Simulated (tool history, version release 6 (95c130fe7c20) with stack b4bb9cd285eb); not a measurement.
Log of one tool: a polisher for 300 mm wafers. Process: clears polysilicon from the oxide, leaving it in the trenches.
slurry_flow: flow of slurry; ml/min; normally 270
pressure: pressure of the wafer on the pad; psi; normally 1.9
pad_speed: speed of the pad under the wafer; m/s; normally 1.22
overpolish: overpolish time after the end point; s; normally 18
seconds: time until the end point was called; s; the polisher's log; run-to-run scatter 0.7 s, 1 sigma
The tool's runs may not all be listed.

run	hour	slurry_flow	pressure	pad_speed	overpolish	incoming thickness of the incoming film, nm	seconds
1	0.0	330	1.6	1.22	18	559.4	55.2
# hour 80.1: worn pad replaced by a new one
2	80.6	270	1.9	1.22	18	562.5	47.6
3	153.7	270	1.6	1.22	26	560.7	56.5
# hour 160.7: worn pad replaced by a new one
4	179.2	270	1.9	1.22	18	567.9	48.9
# hour 187.8: slurry nozzle cleaned
# hour 189.3: head pressure recalibrated
5	212.2	270	1.9	1.22	18	556.7	42.1
# hour 243.2: worn pad replaced by a new one, of another model than before
6	248.0	270	1.9	1.22	18	555.6	41.7
7	260.9	270	1.9	1.22	18	560.0	40.5
8	291.1	270	1.2	1.22	18	557.8	56.8
9	326.6	175	1.9	1.22	18	554.3	44.7
# hour 336.2: worn pad replaced by a new one
10	346.2	355	2.6	1.22	27	567.6	31.0
11	377.8	270	1.9	1.22	18	553.5	41.0
12	406.6	245	1.5	1.22	12	565.1	49.2
13	425.7	270	2.1	1.36	8	557.4	36.6
# hour 439.4: worn pad replaced by a new one
14	452.3	355	2.6	1.22	27	557.5	32.9

Consider 4 possible next runs. They are alternatives, not a sequence: every one starts from the tool as it was left by run 14. What does each give?
A	452.8	320	1.9	1.22	18	567.2	?
B	452.8	270	1.4	1.22	25	567.2	?
C	452.8	330	1.4	1.22	18	567.2	?
D	452.8	340	1.6	0.86	28	567.2	?

run	seconds
A	41.5
B	52.6
C	51.3
D	55.3
Without the tool's unlogged condition, the same runs would have read:
run	seconds
A	40.6
B	51.4
C	50.1
D	54.1
